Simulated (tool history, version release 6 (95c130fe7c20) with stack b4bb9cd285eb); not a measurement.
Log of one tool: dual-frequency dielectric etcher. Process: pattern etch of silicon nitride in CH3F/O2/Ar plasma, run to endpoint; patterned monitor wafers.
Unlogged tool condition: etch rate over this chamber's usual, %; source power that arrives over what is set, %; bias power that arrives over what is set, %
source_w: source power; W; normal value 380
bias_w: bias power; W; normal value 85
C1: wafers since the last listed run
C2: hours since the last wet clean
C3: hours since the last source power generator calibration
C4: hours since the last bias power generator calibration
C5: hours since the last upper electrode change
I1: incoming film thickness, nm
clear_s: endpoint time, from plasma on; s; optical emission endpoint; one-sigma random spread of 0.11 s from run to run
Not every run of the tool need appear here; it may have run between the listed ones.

Run 1, hour 0: usual settings; C1 0; C2 310.5; C3 3536.9; C4 2847; C5 2781; I1 29.26. Result: clear_s 35.9 s.
Run 2, hour 17.1: usual settings; C1 224; C2 327.6; C3 3554; C4 2864.1; C5 2798.1; I1 29.33. Result: clear_s 36.1 s.
Run 3, hour 32.6: usual settings but source_w 410 W; C1 203; C2 343.1; C3 3569.5; C4 2879.6; C5 2813.6; I1 29.36. Result: clear_s 35.1 s.
Run 4, hour 40.8: usual settings but source_w 410 W, bias_w 98 W; C1 107; C2 351.3; C3 3577.7; C4 2887.8; C5 2821.8; I1 29.37. Result: clear_s 32.5 s.
Run 5, hour 55.4: usual settings; C1 191; C2 365.9; C3 3592.3; C4 2902.4; C5 2836.4; I1 29.47. Result: clear_s 35.9 s.
Run 6, hour 66.4: usual settings; C1 144; C2 376.9; C3 3603.3; C4 2913.4; C5 2847.4; I1 29.73. Result: clear_s 36.3 s.
Run 7, hour 115.7: usual settings; C1 646; C2 426.2; C3 3652.6; C4 2962.7; C5 2896.7; I1 29.69. Result: clear_s 35.9 s.
Run 8, hour 128.2: usual settings; C1 163; C2 438.7; C3 3665.1; C4 2975.2; C5 2909.2; I1 29.6. Result: clear_s 36 s.
Run 9, hour 144.3: usual settings; C1 211; C2 454.8; C3 3681.2; C4 2991.3; C5 2925.3; I1 29.33. Result: clear_s 35.8 s.
Run 10, hour 157.1: usual settings; C1 167; C2 467.6; C3 3694; C4 3004.1; C5 2938.1; I1 29.37. Result: clear_s 35.8 s.
At hour 164.3: bias power generator calibrated.
Run 11, hour 164.8: usual settings; C1 48; C2 475.3; C3 3701.7; C4 0.5; C5 2945.8; I1 29.34. Result: clear_s 35.5 s.
Run 12, hour 171.6: usual settings; C1 89; C2 482.1; C3 3708.5; C4 7.3; C5 2952.6; I1 29.45. Result: clear_s 35.7 s.
Run 13, hour 184.8: usual settings but bias_w 78 W; C1 173; C2 495.3; C3 3721.7; C4 20.5; C5 2965.8; I1 29.59. Result: clear_s 37.6 s.
At hour 191.1: source power generator calibrated.
Run 14, hour 199: usual settings; C1 133; C2 509.5; C3 7.9; C4 34.7; C5 2980; I1 29.46. Result: clear_s 35.7 s.
Run 15, hour 206.1: usual settings but source_w 410 W, bias_w 72 W; C1 93; C2 516.6; C3 15; C4 41.8; C5 2987.1; I1 29.35. Result: clear_s 37.7 s.
At hour 243.3: wet clean of the chamber.
At hour 257.2: upper electrode replaced.
Run 16, hour 257.7: usual settings but source_w 440 W, bias_w 79 W; C1 179; C2 14.4; C3 66.6; C4 93.4; C5 0.5; I1 29.21. Result: clear_s 36.3 s.
Run 17, hour 258: usual settings; C1 3; C2 14.7; C3 66.9; C4 93.7; C5 0.8; I1 29.25. Result: clear_s 36.8 s.
Run 18, hour 258.3: usual settings but source_w 460 W, bias_w 99 W; C1 3; C2 15; C3 67.2; C4 94; C5 1.1; I1 29.56. Result: clear_s 32.2 s.
Run 19, hour 258.7: usual settings but source_w 440 W, bias_w 103 W; C1 5; C2 15.4; C3 67.6; C4 94.4; C5 1.5; I1 29.16. Result: clear_s 31.7 s.
Run 20, hour 267.9: usual settings but source_w 300 W, bias_w 75 W; C1 120; C2 24.6; C3 76.8; C4 103.6; C5 10.7; I1 29.49. Result: clear_s 43.1 s.
Run 21, hour 296.4: usual settings but source_w 450 W, bias_w 69 W; C1 373; C2 53.1; C3 105.3; C4 132.1; C5 39.2; I1 29.39. Result: clear_s 38.6 s.
Run 22, hour 309.4: usual settings but source_w 470 W, bias_w 95 W; C1 170; C2 66.1; C3 118.3; C4 145.1; C5 52.2; I1 29.54. Result: clear_s 32.3 s.
Run 23, hour 327: usual settings but source_w 310 W, bias_w 96 W; C1 230; C2 83.7; C3 135.9; C4 162.7; C5 69.8; I1 29.4. Result: clear_s 37 s.
Run 24, hour 342.7: usual settings but source_w 290 W, bias_w 70 W; C1 205; C2 99.4; C3 151.6; C4 178.4; C5 85.5; I1 29.54. Result: clear_s 44.7 s.
Run 25, hour 357.8: usual settings but source_w 440 W; C1 198; C2 114.5; C3 166.7; C4 193.5; C5 100.6; I1 29.7. Result: clear_s 35.2 s.

Below, some changes in clear_s between adjacent runs. For each, the amount present without the hidden state too (settings, incoming material, random variation) and the amount remaining for the hidden state with gauge scatter not shared by both compared results:
Run 2 -> 3: source_w 380 -> 410. clear_s -1 s: hidden state -0.1, all else -0.9.
Run 15 -> 16: source_w 410 -> 440, bias_w 72 -> 79, wet clean of the chamber, upper electrode replaced. clear_s -1.4 s: hidden state +1.5, all else -2.9.
Run 19 -> 20: source_w 440 -> 300, bias_w 103 -> 75. clear_s +11.4 s: hidden state +0, all else +11.4.
Run 24 -> 25: source_w 290 -> 440, bias_w 70 -> 85. clear_s -9.5 s: hidden state +0, all else -9.5.
